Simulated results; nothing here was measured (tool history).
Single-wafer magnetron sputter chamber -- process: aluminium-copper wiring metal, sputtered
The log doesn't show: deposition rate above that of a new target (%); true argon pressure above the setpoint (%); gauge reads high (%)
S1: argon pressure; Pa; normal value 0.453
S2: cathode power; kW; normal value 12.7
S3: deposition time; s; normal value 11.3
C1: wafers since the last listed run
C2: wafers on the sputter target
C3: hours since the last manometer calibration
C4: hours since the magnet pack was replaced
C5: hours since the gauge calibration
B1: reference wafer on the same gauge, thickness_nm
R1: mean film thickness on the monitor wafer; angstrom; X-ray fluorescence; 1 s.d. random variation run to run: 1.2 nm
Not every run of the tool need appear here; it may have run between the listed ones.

run	hour	S1	S2	S3	C1	C2	C3	C4	C5	B1	R1
1	0	0.453	12.7	10.7	0	2514	1234.5	8539.8	694	267.912	2510.73
2	20.3	0.453	12.7	11.3	707	3221	1254.8	8560.1	714.3	267.77	2648.95
3	41	0.453	12.7	11.3	721	3943	1275.5	8580.8	735	268.03	2659.59
4	55.9	0.453	12.7	11.3	519	4463	1290.4	8595.7	749.9	268.079	2599.91
5	71.1	0.453	12.7	11.3	530	4993	1305.6	8610.9	765.1	267.87	2617.99
6	100.9	0.453	12.7	11.3	1039	6032	1335.4	8640.7	794.9	267.948	2618.8
7	130.5	0.411	12.7	11.3	1032	7064	1365	8670.3	824.5	267.88	2678.48
8	148.6	0.411	12.7	11.3	631	7696	1383.1	8688.4	842.6	267.877	2693.7
9	181.4	0.453	12.7	11.3	1143	8840	1415.9	8721.2	875.4	267.885	2569.88
# hour 194.4: sputter target and shields replaced
10	206.8	0.453	12.7	11.3	606	432	1441.3	8746.6	900.8	267.723	2510.67
11	229	0.453	12.7	11.3	774	1206	1463.5	8768.8	923	267.972	2504.37
# hour 247.2: magnet pack replaced
12	247.7	0.453	12.7	11.3	373	1579	1482.2	0.5	941.7	267.937	2521.32
13	267.2	0.453	12.7	11.3	680	2259	1501.7	20	961.2	268.18	2504.11
14	294.3	0.453	12.7	11.3	945	3204	1528.8	47.1	988.3	268.108	2489.36
15	310.3	0.347	12.7	13	557	3762	1544.8	63.1	1004.3	267.854	3124.44
# hour 327.9: gauge calibrated
16	332.2	0.399	13.7	10.1	763	4526	1566.7	85	4.3	267.966	2479.23
17	359.7	0.453	12.7	11.3	959	5485	1594.2	112.5	31.8	267.87	2471.88
18	385.9	0.345	12.7	9.9	913	6398	1620.4	138.7	58	268.063	2353.77
# hour 411: capacitance manometer re-zeroed and calibrated
19	418.5	0.453	12.7	10.5	857	7256	7.5	171.3	90.6	268.088	2267.02
20	435.9	0.52	15	12.4	606	7863	24.9	188.7	108	268.159	2893.63
# hour 446.2: sputter target and shields replaced, repeated, since the last time left the tool worse
21	453.4	0.453	12.7	11.3	331	252	42.4	206.2	125.5	267.959	2650
22	467.5	0.453	12.7	11.3	491	744	56.5	220.3	139.6	267.907	2638.42
23	484.3	0.453	13.95	11.3	585	1329	73.3	237.1	156.4	268.073	2851.47
24	499.9	0.594	15	13.3	544	1873	88.9	252.7	172	267.914	3180.18
25	521.1	0.499	10.85	12.7	739	2613	110.1	273.9	193.2	268.058	2521.84
26	555.7	0.505	14.5	9.5	1206	3819	144.7	308.5	227.8	268.025	2375.9
27	574.6	0.598	11.75	12.3	659	4478	163.6	327.4	246.7	268.239	2398.77
28	605.1	0.453	14.45	9.8	1063	5542	194.1	357.9	277.2	267.98	2525.44
29	626.2	0.453	12.7	11.3	735	6278	215.2	379	298.3	267.871	2620.93
30	661.7	0.578	11.8	10	1237	7516	250.7	414.5	333.8	267.89	1962.2
31	688.5	0.453	12.7	11.3	934	8450	277.5	441.3	360.6	268.048	2573.63
32	713.2	0.453	12.7	11.3	861	9312	302.2	466	385.3	267.8	2563.04
# hour 727.8: sputter target and shields replaced
33	732.1	0.375	11.35	11.3	380	149	321.1	484.9	404.2	268.124	2561.52
34	836.1	0.453	12.7	11.3	3626	3775	425.1	588.9	508.2	267.894	2617.61
35	848.5	0.453	12.7	11.3	432	4208	437.5	601.3	520.6	267.997	2617.49

Predict each of these 3 candidate next runs independently; none follows another, all start after run 35:
A	848.9	0.453	9.65	11.3	13	4222	437.9	601.7	521	?	?
B	848.9	0.275	9.65	9.4	13	4222	437.9	601.7	521	?	?
C	848.9	0.453	10.2	11.3	13	4222	437.9	601.7	521	?	?

run	B1	R1
A	267.816	2092.08
B	267.816	2016.88
C	267.816	2188.96
Without the tool's hidden state the same runs would have given:
run	R1
A	2116.36
B	2040.28
C	2214.35
